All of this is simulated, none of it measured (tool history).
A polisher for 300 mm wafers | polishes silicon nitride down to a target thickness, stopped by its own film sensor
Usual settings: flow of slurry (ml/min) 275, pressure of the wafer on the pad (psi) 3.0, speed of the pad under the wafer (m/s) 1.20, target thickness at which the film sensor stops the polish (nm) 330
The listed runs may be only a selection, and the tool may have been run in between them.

run	hour	flow of slurry (ml/min)	pressure of the wafer on the pad (psi)	speed of the pad under the wafer (m/s)	target thickness at which the film sensor stops the polish (nm)	wafers since the last listed run	wafers polished on this pad	hours since the slurry nozzle was cleaned	hours since the head pressure was calibrated	incoming thickness of the incoming film, nm	time until the film sensor stopped the polish (s)
1	0.0	275	3.0	1.20	330	0	2843	493.7	83.5	521.0	132.4
2	102.2	275	3.0	1.20	330	770	3614	595.9	185.7	524.7	136.4
# hour 168.0: slurry nozzle cleaned
3	169.4	275	3.0	1.20	330	499	4114	1.4	252.9	532.6	144.2
# hour 222.1: worn pad replaced by a new one
4	263.3	275	3.0	1.20	330	678	310	95.3	346.8	532.7	137.3
5	340.5	275	3.0	1.20	330	582	892	172.5	424.0	531.5	135.5
6	395.5	275	3.0	1.20	330	414	1307	227.5	479.0	530.5	140.2
7	498.0	275	3.0	1.20	330	773	2081	330.0	581.5	534.4	139.6
8	573.2	275	3.0	1.20	330	567	2648	405.2	656.7	519.8	131.8
9	630.5	275	3.0	1.20	330	432	3080	462.5	714.0	522.5	129.8
10	675.4	275	3.0	1.20	330	338	3419	507.4	758.9	526.5	131.7
# hour 709.6: slurry nozzle cleaned
# hour 758.7: worn pad replaced by a new one
11	759.3	275	3.0	1.20	330	595	4	49.7	842.8	524.5	131.4
12	841.1	275	3.0	1.20	330	617	621	131.5	924.6	530.9	137.8
13	893.6	275	3.0	1.20	330	396	1018	184.0	977.1	530.9	129.2
# hour 906.2: head pressure recalibrated
14	1209.0	275	3.0	1.20	330	2364	3382	499.4	302.8	530.0	121.4
# hour 1242.0: slurry nozzle cleaned
15	1278.5	275	3.0	1.20	330	516	3898	36.5	372.3	531.9	120.0
# hour 1319.4: head pressure recalibrated, repeated, since the last time left the tool worse
16	1353.7	275	3.0	1.20	330	552	4451	111.7	34.3	540.7	149.5
# hour 1364.9: worn pad replaced by a new one
17	1401.1	275	3.0	1.20	330	327	273	159.1	81.7	523.8	129.7
18	1444.5	275	3.0	1.20	330	327	600	202.5	125.1	536.7	140.4
19	1492.0	275	3.0	1.20	330	358	959	250.0	172.6	530.7	137.5
20	1579.5	275	3.3	1.20	330	660	1619	337.5	260.1	531.9	127.5
21	1619.3	235	3.0	1.20	330	300	1919	377.3	299.9	523.6	132.3
22	1716.1	340	3.0	1.08	330	730	2649	474.1	396.7	528.7	143.4
23	1765.4	275	3.0	1.20	330	371	3021	523.4	446.0	526.5	129.4
24	1808.3	275	3.0	0.78	381	323	3345	566.3	488.9	529.2	143.8
# hour 1877.0: slurry nozzle cleaned
25	1883.6	275	3.7	1.20	330	560	3905	6.6	564.2	537.4	111.5
# hour 1987.1: worn pad replaced by a new one
26	1987.6	275	3.0	1.20	330	754	3	110.6	668.2	531.0	129.2
27	2080.5	275	3.0	1.06	330	700	704	203.5	761.1	523.1	140.2
# hour 2123.2: head pressure recalibrated
28	2152.8	275	3.0	1.36	330	530	1234	275.8	29.6	531.1	129.4
29	2253.7	355	3.8	1.46	330	761	1995	376.7	130.5	539.5	99.0
30	2333.6	360	3.4	1.20	330	602	2598	456.6	210.4	533.4	126.3
31	2408.2	245	2.5	1.20	330	562	3161	531.2	285.0	537.8	177.8
# hour 2427.0: slurry nozzle cleaned
32	2524.0	275	2.2	1.20	330	866	4027	97.0	400.8	528.1	193.5
# hour 2604.3: worn pad replaced by a new one
33	2607.4	220	2.1	1.60	359	598	23	180.4	484.2	536.4	141.7
34	2662.0	185	3.0	1.20	278	411	434	235.0	538.8	533.2	182.1
35	2724.0	350	3.0	1.20	330	467	902	297.0	600.8	528.7	131.3
36	2813.9	275	3.0	1.06	330	678	1580	386.9	690.7	532.9	152.4

Hidden state at the last listed run before each entry between runs and at the first one after, where it differs:
After run 2, before run 3: slurry nozzle cleaned (hour 168.0)
  deviation of the head's pressure from its setpoint, %: -0.231 -> 0.034
  difference, measured minus the result without the unlogged condition, time until the film sensor stopped the polish (s): +0.3 -> +0.0
After run 3, before run 4: worn pad replaced by a new one (hour 222.1)
  deviation of the head's pressure from its setpoint, %: 0.034 -> 0.54
  difference, measured minus the result without the unlogged condition, time until the film sensor stopped the polish (s): +0.0 -> -0.8
After run 10, before run 11: slurry nozzle cleaned (hour 709.6); worn pad replaced by a new one (hour 758.7)
  deviation of the head's pressure from its setpoint, %: 4.63 -> 5.84
  difference, measured minus the result without the unlogged condition, time until the film sensor stopped the polish (s): -6.1 -> -7.6
After run 13, before run 14: head pressure recalibrated (hour 906.2)
  deviation of the head's pressure from its setpoint, %: 8.03 -> 15
  difference, measured minus the result without the unlogged condition, time until the film sensor stopped the polish (s): -10.4 -> -18.2
After run 14, before run 15: slurry nozzle cleaned (hour 1242.0)
  deviation of the head's pressure from its setpoint, %: 15 -> 15.4
  difference, measured minus the result without the unlogged condition, time until the film sensor stopped the polish (s): -18.2 -> -18.5
After run 15, before run 16: head pressure recalibrated, repeated, since the last time left the tool worse (hour 1319.4)
  deviation of the head's pressure from its setpoint, %: 15.4 -> 0.362
  difference, measured minus the result without the unlogged condition, time until the film sensor stopped the polish (s): -18.5 -> -0.6
After run 16, before run 17: worn pad replaced by a new one (hour 1364.9)
  deviation of the head's pressure from its setpoint, %: 0.362 -> 0.411
  difference, measured minus the result without the unlogged condition, time until the film sensor stopped the polish (s): -0.6 -> -0.5
After run 24, before run 25: slurry nozzle cleaned (hour 1877.0)
  deviation of the head's pressure from its setpoint, %: 2.5 -> 3.21
  difference, measured minus the result without the unlogged condition, time until the film sensor stopped the polish (s): -3.6 -> -3.6
After run 25, before run 26: worn pad replaced by a new one (hour 1987.1)
  deviation of the head's pressure from its setpoint, %: 3.21 -> 4.36
  difference, measured minus the result without the unlogged condition, time until the film sensor stopped the polish (s): -3.6 -> -5.6
After run 27, before run 28: head pressure recalibrated (hour 2123.2)
  deviation of the head's pressure from its setpoint, %: 5.55 -> -0.277
  difference, measured minus the result without the unlogged condition, time until the film sensor stopped the polish (s): -7.8 -> +0.3
After run 31, before run 32: slurry nozzle cleaned (hour 2427.0)
  deviation of the head's pressure from its setpoint, %: 0.444 -> 1.16
  difference, measured minus the result without the unlogged condition, time until the film sensor stopped the polish (s): -0.8 -> -2.2
After run 32, before run 33: worn pad replaced by a new one (hour 2604.3)
  deviation of the head's pressure from its setpoint, %: 1.16 -> 1.82
  difference, measured minus the result without the unlogged condition, time until the film sensor stopped the polish (s): -2.2 -> -2.5
